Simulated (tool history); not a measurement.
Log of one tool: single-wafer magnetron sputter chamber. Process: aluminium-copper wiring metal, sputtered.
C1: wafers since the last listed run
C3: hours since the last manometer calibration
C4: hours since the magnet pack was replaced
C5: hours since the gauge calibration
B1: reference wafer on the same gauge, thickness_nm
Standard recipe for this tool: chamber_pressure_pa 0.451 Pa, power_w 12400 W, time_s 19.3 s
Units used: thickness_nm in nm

Run 1, hour 0: usual settings but time_s 20.4 s; C1 0; wafers on the sputter target 5706; C3 2350.8; C4 4240.6; C5 608.1; B1 344.628. Result: thickness_nm 415.056 nm.
Run 2, hour 33.5: usual settings but power_w 14300 W; C1 924; wafers on the sputter target 6630; C3 2384.3; C4 4274.1; C5 641.6; B1 345.067. Result: thickness_nm 449.556 nm.
Run 3, hour 63: usual settings; C1 813; wafers on the sputter target 7444; C3 2413.8; C4 4303.6; C5 671.1; B1 344.588. Result: thickness_nm 391.073 nm.
At hour 96.7: sputter target and shields replaced.
Run 4, hour 108.3: usual settings; C1 1029; wafers on the sputter target 319; C3 2459.1; C4 4348.9; C5 716.4; B1 344.685. Result: thickness_nm 404.439 nm.
Run 5, hour 169: usual settings; C1 1674; wafers on the sputter target 1994; C3 2519.8; C4 4409.6; C5 777.1; B1 345.074. Result: thickness_nm 397.845 nm.
Run 6, hour 199.3: usual settings; C1 835; wafers on the sputter target 2830; C3 2550.1; C4 4439.9; C5 807.4; B1 345.082. Result: thickness_nm 394.633 nm.
Run 7, hour 255.2: usual settings but chamber_pressure_pa 0.505 Pa, time_s 16.7 s; C1 1542; wafers on the sputter target 4372; C3 2606; C4 4495.8; C5 863.3; B1 344.627. Result: thickness_nm 331.928 nm.
Run 8, hour 311.1: usual settings but chamber_pressure_pa 0.505 Pa, time_s 16.7 s; C1 1542; wafers on the sputter target 5914; C3 2661.9; C4 4551.7; C5 919.2; B1 345.459. Result: thickness_nm 332.196 nm.
At hour 372.3: sputter target and shields replaced.
Run 9, hour 382.3: usual settings; C1 1743; wafers on the sputter target 276; C3 2733.1; C4 4622.9; C5 990.4; B1 344.802. Result: thickness_nm 404.16 nm.
Run 10, hour 423.8: usual settings but time_s 21.1 s; C1 1144; wafers on the sputter target 1421; C3 2774.6; C4 4664.4; C5 1031.9; B1 345.062. Result: thickness_nm 435.919 nm.
Run 11, hour 454.2: usual settings; C1 838; wafers on the sputter target 2260; C3 2805; C4 4694.8; C5 1062.3; B1 344.849. Result: thickness_nm 394.786 nm.
Run 12, hour 525.4: usual settings; C1 1964; wafers on the sputter target 4224; C3 2876.2; C4 4766; C5 1133.5; B1 345.381. Result: thickness_nm 392.08 nm.
At hour 573.4: gauge calibrated.
Run 13, hour 578.7: usual settings; C1 1470; wafers on the sputter target 5695; C3 2929.5; C4 4819.3; C5 5.3; B1 344.729. Result: thickness_nm 391.893 nm.
Run 14, hour 618.3: usual settings; C1 1092; wafers on the sputter target 6787; C3 2969.1; C4 4858.9; C5 44.9; B1 344.894. Result: thickness_nm 390.246 nm.
Run 15, hour 645.6: usual settings but chamber_pressure_pa 0.613 Pa, power_w 13400 W, time_s 17 s; C1 753; wafers on the sputter target 7541; C3 2996.4; C4 4886.2; C5 72.2; B1 345.329. Result: thickness_nm 342.742 nm.
At hour 674.1: sputter target and shields replaced.
Run 16, hour 707.3: usual settings but chamber_pressure_pa 0.613 Pa, power_w 13400 W, time_s 17 s; C1 1481; wafers on the sputter target 917; C3 3058.1; C4 4947.9; C5 133.9; B1 345.261. Result: thickness_nm 352.563 nm.
At hour 732.1: magnet pack replaced.
Run 17, hour 772.8: usual settings but power_w 10050 W; C1 1586; wafers on the sputter target 2503; C3 3123.6; C4 40.7; C5 199.4; B1 344.775. Result: thickness_nm 319.21 nm.
Run 18, hour 821.8: usual settings; C1 1351; wafers on the sputter target 3855; C3 3172.6; C4 89.7; C5 248.4; B1 344.665. Result: thickness_nm 391.248 nm.
Run 19, hour 847.3: usual settings but chamber_pressure_pa 0.613 Pa, power_w 13400 W, time_s 17 s; C1 703; wafers on the sputter target 4559; C3 3198.1; C4 115.2; C5 273.9; B1 345.032. Result: thickness_nm 343.922 nm.
Run 20, hour 887.3: usual settings but chamber_pressure_pa 0.317 Pa, time_s 17 s; C1 1103; wafers on the sputter target 5662; C3 3238.1; C4 155.2; C5 313.9; B1 345.162. Result: thickness_nm 366.595 nm.
Run 21, hour 923.2: usual settings; C1 990; wafers on the sputter target 6653; C3 3274; C4 191.1; C5 349.8; B1 345.365. Result: thickness_nm 388.447 nm.
At hour 949.3: sputter target and shields replaced.
Run 22, hour 969.4: usual settings but power_w 15150 W; C1 1053; wafers on the sputter target 554; C3 3320.2; C4 237.3; C5 396; B1 345.147. Result: thickness_nm 487.507 nm.
At hour 983.9: capacitance manometer re-zeroed and calibrated.
Run 23, hour 1028.4: usual settings but chamber_pressure_pa 0.505 Pa, time_s 16.7 s; C1 1407; wafers on the sputter target 1961; C3 44.5; C4 296.3; C5 455; B1 345.205. Result: thickness_nm 340.83 nm.
Run 24, hour 1070.9: usual settings but chamber_pressure_pa 0.279 Pa, time_s 16.6 s; C1 1172; wafers on the sputter target 3134; C3 87; C4 338.8; C5 497.5; B1 344.816. Result: thickness_nm 372.378 nm.
Run 25, hour 1240.5: usual settings but chamber_pressure_pa 0.591 Pa; C1 4679; wafers on the sputter target 7813; C3 256.6; C4 508.4; C5 667.1; B1 344.998. Result: thickness_nm 370.866 nm.
At hour 1251.5: sputter target and shields replaced.
Run 26, hour 1296.5: usual settings but chamber_pressure_pa 0.361 Pa, power_w 10400 W, time_s 16.5 s; C1 1324; wafers on the sputter target 1241; C3 312.6; C4 564.4; C5 723.1; B1 345.201. Result: thickness_nm 304.446 nm.
Run 27, hour 1342.5: usual settings but chamber_pressure_pa 0.357 Pa, power_w 14050 W; C1 1269; wafers on the sputter target 2510; C3 358.6; C4 610.4; C5 769.1; B1 345.232. Result: thickness_nm 472.684 nm.
Run 28, hour 1407.2: usual settings but chamber_pressure_pa 0.382 Pa, power_w 9850 W; C1 1785; wafers on the sputter target 4295; C3 423.3; C4 675.1; C5 833.8; B1 344.859. Result: thickness_nm 325.999 nm.
Run 29, hour 1441.3: usual settings but time_s 20.4 s; C1 940; wafers on the sputter target 5236; C3 457.4; C4 709.2; C5 867.9; B1 345.153. Result: thickness_nm 418.487 nm.

Here are 4 independent what-if runs from the current tool condition. What would each one return?
Run A, hour 1441.7: usual settings but power_w 10900 W; C1 11; wafers on the sputter target 5247; C3 457.8; C4 709.6; C5 868.3; B1 ?. Result: thickness_nm ?.
Run B, hour 1441.7: usual settings but chamber_pressure_pa 0.311 Pa, power_w 9750 W, time_s 23.1 s; C1 11; wafers on the sputter target 5247; C3 457.8; C4 709.6; C5 868.3; B1 ?. Result: thickness_nm ?.
Run C, hour 1441.7: usual settings but chamber_pressure_pa 0.354 Pa, power_w 14650 W, time_s 16.8 s; C1 11; wafers on the sputter target 5247; C3 457.8; C4 709.6; C5 868.3; B1 ?. Result: thickness_nm ?.
Run D, hour 1441.7: usual settings but chamber_pressure_pa 0.587 Pa, power_w 14250 W; C1 11; wafers on the sputter target 5247; C3 457.8; C4 709.6; C5 868.3; B1 ?. Result: thickness_nm ?.

run       B1  thickness_nm
  A  345.098       347.816
  B  345.098       397.192
  C  345.098       425.452
  D  345.098       427.747
Stripped of hidden state, with their random variation kept, the same runs would have yielded:
run  thickness_nm
  A       364.559
  B       415.286
  C       445.177
  D       449.358
